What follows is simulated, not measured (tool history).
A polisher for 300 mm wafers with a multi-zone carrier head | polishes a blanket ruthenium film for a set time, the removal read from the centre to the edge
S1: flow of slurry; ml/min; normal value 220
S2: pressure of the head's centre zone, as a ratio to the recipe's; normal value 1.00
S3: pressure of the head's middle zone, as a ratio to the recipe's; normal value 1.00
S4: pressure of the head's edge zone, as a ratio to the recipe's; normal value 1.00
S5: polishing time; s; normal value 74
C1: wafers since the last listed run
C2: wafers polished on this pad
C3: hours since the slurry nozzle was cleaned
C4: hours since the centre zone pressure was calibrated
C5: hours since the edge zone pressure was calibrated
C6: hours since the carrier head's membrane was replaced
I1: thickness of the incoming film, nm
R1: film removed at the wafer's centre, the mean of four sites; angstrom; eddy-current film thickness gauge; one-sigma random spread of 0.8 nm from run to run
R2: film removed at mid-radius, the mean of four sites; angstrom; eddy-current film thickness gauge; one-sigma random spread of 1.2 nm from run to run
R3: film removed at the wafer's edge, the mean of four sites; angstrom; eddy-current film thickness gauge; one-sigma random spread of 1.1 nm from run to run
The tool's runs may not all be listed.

Run 1, hour 0.0: usual settings but S1 275 ml/min; C1 0; C2 1503; C3 191.6; C4 261.5; C5 282.6; C6 1026.7; I1 434.9. Result: R1 1323 angstrom, R2 1296 angstrom, R3 1355 angstrom.
Run 2, hour 65.1: usual settings but S1 275 ml/min; C1 414; C2 1918; C3 256.7; C4 326.6; C5 347.7; C6 1091.8; I1 442.3. Result: R1 1309 angstrom, R2 1337 angstrom, R3 1374 angstrom.
At hour 83.1: worn pad replaced by a new one.
Run 3, hour 122.4: usual settings but S1 275 ml/min; C1 339; C2 250; C3 314.0; C4 383.9; C5 405.0; C6 1149.1; I1 443.8. Result: R1 1311 angstrom, R2 1318 angstrom, R3 1360 angstrom.
At hour 135.2: slurry nozzle cleaned.
At hour 165.0: centre zone pressure recalibrated.
Run 4, hour 187.0: usual settings but S5 91 s; C1 392; C2 643; C3 51.8; C4 22.0; C5 469.6; C6 1213.7; I1 445.8. Result: R1 1610 angstrom, R2 1617 angstrom, R3 1641 angstrom.
At hour 209.0: edge zone pressure recalibrated.
Run 5, hour 246.1: usual settings but S5 91 s; C1 363; C2 1006; C3 110.9; C4 81.1; C5 37.1; C6 1272.8; I1 436.7. Result: R1 1596 angstrom, R2 1584 angstrom, R3 1652 angstrom.
Run 6, hour 342.3: usual settings but S5 91 s; C1 612; C2 1619; C3 207.1; C4 177.3; C5 133.3; C6 1369.0; I1 438.8. Result: R1 1582 angstrom, R2 1579 angstrom, R3 1628 angstrom.
Run 7, hour 414.3: usual settings; C1 458; C2 2078; C3 279.1; C4 249.3; C5 205.3; C6 1441.0; I1 444.2. Result: R1 1286 angstrom, R2 1281 angstrom, R3 1317 angstrom.
At hour 419.4: worn pad replaced by a new one.
Run 8, hour 457.9: usual settings but S1 240 ml/min; C1 252; C2 245; C3 322.7; C4 292.9; C5 248.9; C6 1484.6; I1 436.5. Result: R1 1289 angstrom, R2 1268 angstrom, R3 1324 angstrom.
At hour 477.0: slurry nozzle cleaned.
Run 9, hour 520.6: usual settings but S1 240 ml/min; C1 393; C2 638; C3 43.6; C4 355.6; C5 311.6; C6 1547.3; I1 436.6. Result: R1 1219 angstrom, R2 1236 angstrom, R3 1289 angstrom.
At hour 576.2: centre zone pressure recalibrated.
Run 10, hour 604.2: usual settings; C1 519; C2 1158; C3 127.2; C4 28.0; C5 395.2; C6 1630.9; I1 436.9. Result: R1 1176 angstrom, R2 1189 angstrom, R3 1269 angstrom.
At hour 698.3: edge zone pressure recalibrated.
At hour 701.6: worn pad replaced by a new one.
Run 11, hour 708.8: usual settings but S5 56 s; C1 632; C2 45; C3 231.8; C4 132.6; C5 10.5; C6 1735.5; I1 446.1. Result: R1 865 angstrom, R2 873 angstrom, R3 932 angstrom.
At hour 744.1: carrier head's membrane replaced by a new one.
At hour 764.0: slurry nozzle cleaned, repeated, since the last time left the tool worse.
Run 12, hour 775.0: usual settings; C1 383; C2 429; C3 11.0; C4 198.8; C5 76.7; C6 30.9; I1 436.1. Result: R1 1312 angstrom, R2 1301 angstrom, R3 1348 angstrom.
Run 13, hour 866.1: usual settings but S1 275 ml/min, S4 1.04, S5 97 s; C1 580; C2 1009; C3 102.1; C4 289.9; C5 167.8; C6 122.0; I1 434.4. Result: R1 1749 angstrom, R2 1732 angstrom, R3 1834 angstrom.
Run 14, hour 946.4: usual settings but S2 0.95; C1 511; C2 1521; C3 182.4; C4 370.2; C5 248.1; C6 202.3; I1 440.0. Result: R1 1220 angstrom, R2 1297 angstrom, R3 1328 angstrom.
Run 15, hour 1006.2: usual settings but S4 0.89; C1 380; C2 1902; C3 242.2; C4 430.0; C5 307.9; C6 262.1; I1 437.3. Result: R1 1275 angstrom, R2 1249 angstrom, R3 1252 angstrom.
At hour 1042.7: worn pad replaced by a new one.
At hour 1052.6: centre zone pressure recalibrated.
Run 16, hour 1100.8: usual settings but S5 66 s; C1 564; C2 357; C3 336.8; C4 48.2; C5 402.5; C6 356.7; I1 438.3. Result: R1 1127 angstrom, R2 1120 angstrom, R3 1151 angstrom.
At hour 1104.9: slurry nozzle cleaned.
Run 17, hour 1194.7: usual settings; C1 591; C2 949; C3 89.8; C4 142.1; C5 496.4; C6 450.6; I1 440.1. Result: R1 1301 angstrom, R2 1308 angstrom, R3 1348 angstrom.
At hour 1240.3: edge zone pressure recalibrated.
Run 18, hour 1297.1: usual settings but S4 0.92; C1 639; C2 1589; C3 192.2; C4 244.5; C5 56.8; C6 553.0; I1 440.9. Result: R1 1277 angstrom, R2 1268 angstrom, R3 1267 angstrom.
At hour 1379.1: worn pad replaced by a new one.
Run 19, hour 1392.2: usual settings but S2 0.88, S4 1.12, S5 99 s; C1 580; C2 83; C3 287.3; C4 339.6; C5 151.9; C6 648.1; I1 443.7. Result: R1 1495 angstrom, R2 1734 angstrom, R3 1880 angstrom.
At hour 1459.7: slurry nozzle cleaned.
Run 20, hour 1465.7: usual settings; C1 461; C2 545; C3 6.0; C4 413.1; C5 225.4; C6 721.6; I1 440.3. Result: R1 1321 angstrom, R2 1302 angstrom, R3 1360 angstrom.
At hour 1478.2: centre zone pressure recalibrated.
Run 21, hour 1540.9: usual settings but S1 275 ml/min, S5 87 s; C1 466; C2 1011; C3 81.2; C4 62.7; C5 300.6; C6 796.8; I1 438.5. Result: R1 1572 angstrom, R2 1560 angstrom, R3 1625 angstrom.
Run 22, hour 1587.3: usual settings but S1 245 ml/min, S4 1.12; C1 295; C2 1307; C3 127.6; C4 109.1; C5 347.0; C6 843.2; I1 446.7. Result: R1 1317 angstrom, R2 1328 angstrom, R3 1417 angstrom.

For some of the steps in R1 from one run to the next: how much would appear even if the tool had no hidden state, given the settings, what came in and random variation, and how much remains for the hidden state plus any gauge scatter that the measured result and the result without hidden state don't share?
Unlogged tool condition in this case: removal rate lost through wear of the pad, %; slurry flow missing at the pad, %; deviation of the centre zone's pressure from its setpoint, %; deviation of the edge zone's pressure from its setpoint, %.
Run 8 -> 9: slurry nozzle cleaned. R1 -70 angstrom: hidden state -61, all else -9.
Run 11 -> 12: S5 56 -> 74, carrier head's membrane replaced by a new one, slurry nozzle cleaned, repeated, since the last time left the tool worse. R1 +447 angstrom: hidden state +117, all else +330.
Run 13 -> 14: S1 275 -> 220, S2 1.00 -> 0.95, S4 1.04 -> 1.00, S5 97 -> 74. R1 -529 angstrom: hidden state -8, all else -521.
